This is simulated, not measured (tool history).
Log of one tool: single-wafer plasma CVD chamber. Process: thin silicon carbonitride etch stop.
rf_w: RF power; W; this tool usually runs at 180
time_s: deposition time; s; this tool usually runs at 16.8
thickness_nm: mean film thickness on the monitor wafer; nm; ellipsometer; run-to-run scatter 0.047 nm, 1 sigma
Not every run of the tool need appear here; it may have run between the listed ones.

run,hour,rf_w,time_s,wafers since the last listed run,hours since the last thermocouple change,hours since the last RF generator calibration,hours since the showerhead was replaced,hours since the gauge calibration,"read-back reference wafer on the same gauge, thickness_nm",thickness_nm
1,0,180,16.8,0,1007.2,314.8,4735.8,1456.8,10.722,9.465
2,40.7,180,16.8,1434,1047.9,355.5,4776.5,1497.5,10.717,9.487
3,134.1,180,16.8,3290,1141.3,448.9,4869.9,1590.9,10.721,9.426
# hour 174.3: gauge calibrated
4,250.1,180,16.8,4087,1257.3,564.9,4985.9,75.8,10.703,9.415
5,316,180,16.8,2321,1323.2,630.8,5051.8,141.7,10.717,9.413
6,384.6,180,16.8,2417,1391.8,699.4,5120.4,210.3,10.724,9.394
7,448.9,180,17.5,2265,1456.1,763.7,5184.7,274.6,10.718,9.793
8,535.4,180,16.8,3047,1542.6,850.2,5271.2,361.1,10.712,9.378
9,597.9,180,16.8,2202,1605.1,912.7,5333.7,423.6,10.711,9.32
10,700.1,180,16.8,3600,1707.3,1014.9,5435.9,525.8,10.712,9.359
11,807.3,180,16.8,3777,1814.5,1122.1,5543.1,633,10.705,9.384
12,906.1,180,16.8,3481,1913.3,1220.9,5641.9,731.8,10.702,9.336
13,964.9,195,16.8,2071,1972.1,1279.7,5700.7,790.6,10.71,9.587
14,1002.1,195,16.8,1310,2009.3,1316.9,5737.9,827.8,10.695,9.577
# hour 1084.8: showerhead replaced
15,1104.8,195,16.8,3336,2112,1419.6,20,930.5,10.709,9.57
16,1142.3,215,14,1321,2149.5,1457.1,57.5,968,10.71,8.25
17,1247.9,180,14.6,3720,2255.1,1562.7,163.1,1073.6,10.712,8.136
18,1346.3,155,15.2,3467,2353.5,1661.1,261.5,1172,10.733,8.031
# hour 1413.2: thermocouple changed; heater temperature recalibrated
19,1440.2,210,18.6,3026,27,1755,355.4,1265.9,10.736,10.819
# hour 1456.7: RF generator calibrated
20,1482.6,150,14.7,1212,69.4,25.9,397.8,1308.3,10.711,7.513
21,1568.2,200,18.4,3016,155,111.5,483.4,1393.9,10.716,10.488
22,1622.9,180,16.8,1927,209.7,166.2,538.1,1448.6,10.714,9.172
23,1684.1,180,16.8,2156,270.9,227.4,599.3,1509.8,10.729,9.154
# hour 1720: gauge calibrated
24,1771.8,180,16.8,3090,358.6,315.1,687,51.8,10.712,9.207
25,1826.9,170,14.7,1941,413.7,370.2,742.1,106.9,10.694,7.906
26,1869.9,215,19.8,1515,456.7,413.2,785.1,149.9,10.714,11.602
27,1948.9,200,19,2783,535.7,492.2,864.1,228.9,10.705,10.718
28,2001.4,165,15.4,1849,588.2,544.7,916.6,281.4,10.696,8.129
29,2044.4,145,18.2,1515,631.2,587.7,959.6,324.4,10.705,9.166
30,2093.8,190,14.5,1740,680.6,637.1,1009,373.8,10.699,8.026
# hour 2105: RF generator calibrated, repeated, since the last time left the tool worse
31,2194.8,150,18.9,3276,781.6,89.8,1110,474.8,10.696,9.908
32,2248.1,190,19.4,1877,834.9,143.1,1163.3,528.1,10.703,11.034
33,2347.4,180,16.8,3498,934.2,242.4,1262.6,627.4,10.712,9.437
34,2407.5,180,16.8,2117,994.3,302.5,1322.7,687.5,10.702,9.371

Selected run-to-run steps in thickness_nm, each split into two signed amounts: the part the tool would show with no hidden state at all (from settings, incoming material and random variation), and the remainder, which goes to the hidden state together with any gauge scatter not common to the measured and the hidden-state-free results:
The tool's hidden condition here consists of: wafer temperature above the value expected at the setpoint (K); delivered RF power above the setpoint (%); gauge reads high (%).
Run 19 -> 20: rf_w 210 -> 150, time_s 18.6 -> 14.7, RF generator calibrated. thickness_nm -3.306 nm: hidden state -0.053, all else -3.253.
Run 20 -> 21: rf_w 150 -> 200, time_s 14.7 -> 18.4. thickness_nm +2.975 nm: hidden state -0.107, all else +3.082.
Run 25 -> 26: rf_w 170 -> 215, time_s 14.7 -> 19.8. thickness_nm +3.696 nm: hidden state -0.138, all else +3.834.
Run 30 -> 31: rf_w 190 -> 150, time_s 14.5 -> 18.9, RF generator calibrated, repeated, since the last time left the tool worse. thickness_nm +1.882 nm: hidden state +0.282, all else +1.6.
